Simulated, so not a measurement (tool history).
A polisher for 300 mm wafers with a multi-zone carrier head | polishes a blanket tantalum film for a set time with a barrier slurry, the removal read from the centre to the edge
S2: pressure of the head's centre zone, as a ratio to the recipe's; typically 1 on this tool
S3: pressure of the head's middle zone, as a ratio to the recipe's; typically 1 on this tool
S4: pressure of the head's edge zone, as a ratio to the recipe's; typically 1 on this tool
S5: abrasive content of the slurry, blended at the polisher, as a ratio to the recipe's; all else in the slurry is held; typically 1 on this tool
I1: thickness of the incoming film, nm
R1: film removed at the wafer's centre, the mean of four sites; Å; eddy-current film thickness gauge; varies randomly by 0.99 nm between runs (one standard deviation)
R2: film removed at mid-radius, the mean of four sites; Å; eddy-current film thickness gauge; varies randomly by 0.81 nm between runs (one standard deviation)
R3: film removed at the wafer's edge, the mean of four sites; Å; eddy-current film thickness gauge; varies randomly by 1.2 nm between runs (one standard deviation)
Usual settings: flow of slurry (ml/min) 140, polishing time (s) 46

{"run": 1, "hour": 0.0, "flow of slurry (ml/min)": 140, "S2": 1, "S3": 1, "S4": 1, "S5": 1, "polishing time (s)": 46, "I1": 428.7, "R1": 911, "R2": 885, "R3": 910}
{"hour": 138.0, "done": "edge zone pressure recalibrated"}
{"run": 2, "hour": 178.6, "flow of slurry (ml/min)": 140, "S2": 1, "S3": 1, "S4": 1, "S5": 1, "polishing time (s)": 46, "I1": 429.1, "R1": 885, "R2": 870, "R3": 913}
{"hour": 269.5, "done": "worn pad replaced by a new one"}
{"run": 3, "hour": 284.4, "flow of slurry (ml/min)": 105, "S2": 0.93, "S3": 0.95, "S4": 1, "S5": 1, "polishing time (s)": 46, "I1": 430.8, "R1": 736, "R2": 758, "R3": 849}
{"run": 4, "hour": 344.1, "flow of slurry (ml/min)": 140, "S2": 1, "S3": 1.04, "S4": 1, "S5": 1, "polishing time (s)": 36, "I1": 430.6, "R1": 692, "R2": 702, "R3": 711}
{"hour": 419.5, "done": "slurry nozzle cleaned"}
{"run": 5, "hour": 428.0, "flow of slurry (ml/min)": 140, "S2": 1, "S3": 1, "S4": 1, "S5": 1, "polishing time (s)": 46, "I1": 429.1, "R1": 912, "R2": 893, "R3": 918}
{"run": 6, "hour": 516.7, "flow of slurry (ml/min)": 140, "S2": 1, "S3": 1, "S4": 0.91, "S5": 1, "polishing time (s)": 46, "I1": 426.3, "R1": 917, "R2": 889, "R3": 894}
{"run": 7, "hour": 677.0, "flow of slurry (ml/min)": 140, "S2": 0.9, "S3": 1, "S4": 1, "S5": 1, "polishing time (s)": 46, "I1": 426.1, "R1": 832, "R2": 905, "R3": 911}
{"hour": 708.4, "done": "carrier head's membrane replaced by a new one"}
{"hour": 811.3, "done": "centre zone pressure recalibrated"}
{"hour": 821.5, "done": "edge zone pressure recalibrated"}
{"run": 8, "hour": 852.8, "flow of slurry (ml/min)": 140, "S2": 1.11, "S3": 0.89, "S4": 1, "S5": 0.75, "polishing time (s)": 62, "I1": 424.9, "R1": 1124, "R2": 898, "R3": 1016}
{"run": 9, "hour": 955.5, "flow of slurry (ml/min)": 140, "S2": 1, "S3": 1, "S4": 1, "S5": 0.85, "polishing time (s)": 46, "I1": 433.9, "R1": 819, "R2": 797, "R3": 827}
{"hour": 1054.3, "done": "worn pad replaced by a new one"}
{"run": 10, "hour": 1054.8, "flow of slurry (ml/min)": 140, "S2": 1.09, "S3": 1, "S4": 0.94, "S5": 1, "polishing time (s)": 46, "I1": 431.6, "R1": 978, "R2": 884, "R3": 877}
{"run": 11, "hour": 1121.7, "flow of slurry (ml/min)": 140, "S2": 1, "S3": 1, "S4": 1, "S5": 1.25, "polishing time (s)": 46, "I1": 437, "R1": 943, "R2": 950, "R3": 991}
{"hour": 1142.1, "done": "slurry nozzle cleaned"}
{"run": 12, "hour": 1203.5, "flow of slurry (ml/min)": 140, "S2": 1.07, "S3": 1, "S4": 1.08, "S5": 1, "polishing time (s)": 37, "I1": 430.9, "R1": 787, "R2": 725, "R3": 776}
{"run": 13, "hour": 1246.3, "flow of slurry (ml/min)": 140, "S2": 1, "S3": 0.93, "S4": 1, "S5": 1, "polishing time (s)": 46, "I1": 424.4, "R1": 911, "R2": 851, "R3": 931}
{"run": 14, "hour": 1311.7, "flow of slurry (ml/min)": 140, "S2": 1, "S3": 1, "S4": 1, "S5": 1, "polishing time (s)": 46, "I1": 431.2, "R1": 927, "R2": 893, "R3": 902}
{"run": 15, "hour": 1455.0, "flow of slurry (ml/min)": 140, "S2": 1, "S3": 1, "S4": 1, "S5": 1, "polishing time (s)": 46, "I1": 431.4, "R1": 901, "R2": 880, "R3": 909}
{"run": 16, "hour": 1521.1, "flow of slurry (ml/min)": 115, "S2": 1.08, "S3": 0.9, "S4": 1, "S5": 1, "polishing time (s)": 46, "I1": 433.1, "R1": 899, "R2": 773, "R3": 894}
{"hour": 1610.7, "done": "edge zone pressure recalibrated"}
{"run": 17, "hour": 1616.6, "flow of slurry (ml/min)": 140, "S2": 1, "S3": 1, "S4": 1, "S5": 1, "polishing time (s)": 46, "I1": 437.2, "R1": 874, "R2": 866, "R3": 907}
{"hour": 1648.3, "done": "carrier head's membrane replaced by a new one"}
{"run": 18, "hour": 1738.9, "flow of slurry (ml/min)": 140, "S2": 1, "S3": 0.94, "S4": 1.09, "S5": 1, "polishing time (s)": 62, "I1": 428, "R1": 1211, "R2": 1117, "R3": 1244}
{"run": 19, "hour": 1837.1, "flow of slurry (ml/min)": 140, "S2": 1, "S3": 0.94, "S4": 1, "S5": 1, "polishing time (s)": 42, "I1": 426.5, "R1": 800, "R2": 751, "R3": 828}
{"hour": 1847.2, "done": "slurry nozzle cleaned"}
{"run": 20, "hour": 1874.3, "flow of slurry (ml/min)": 140, "S2": 1, "S3": 1, "S4": 1, "S5": 1, "polishing time (s)": 46, "I1": 430.6, "R1": 914, "R2": 884, "R3": 936}
{"hour": 1893.1, "done": "worn pad replaced by a new one"}
{"run": 21, "hour": 1966.0, "flow of slurry (ml/min)": 140, "S2": 1, "S3": 1, "S4": 1, "S5": 1, "polishing time (s)": 46, "I1": 427.9, "R1": 896, "R2": 884, "R3": 942}

Below are 4 alternative next runs, each starting from the tool's condition after run 21. Predict each:
{"run": "A", "hour": 1966.4, "flow of slurry (ml/min)": 140, "S2": 1, "S3": 1, "S4": 1, "S5": 1, "polishing time (s)": 46, "I1": 435.1, "R1": "?", "R2": "?", "R3": "?"}
{"run": "B", "hour": 1966.4, "flow of slurry (ml/min)": 140, "S2": 0.94, "S3": 1, "S4": 1, "S5": 1, "polishing time (s)": 46, "I1": 435.1, "R1": "?", "R2": "?", "R3": "?"}
{"run": "C", "hour": 1966.4, "flow of slurry (ml/min)": 140, "S2": 0.96, "S3": 0.95, "S4": 1, "S5": 1, "polishing time (s)": 46, "I1": 435.1, "R1": "?", "R2": "?", "R3": "?"}
{"run": "D", "hour": 1966.4, "flow of slurry (ml/min)": 125, "S2": 1, "S3": 1, "S4": 1, "S5": 1, "polishing time (s)": 46, "I1": 435.1, "R1": "?", "R2": "?", "R3": "?"}

run=A R1=905 R2=902 R3=925
run=B R1=850 R2=903 R3=925
run=C R1=868 R2=865 R3=925
run=D R1=876 R2=877 R3=906
Without the tool's hidden state the same runs would have given:
run=A R1=919 R2=915 R3=934
run=B R1=864 R2=915 R3=934
run=C R1=882 R2=877 R3=934
run=D R1=892 R2=891 R3=916
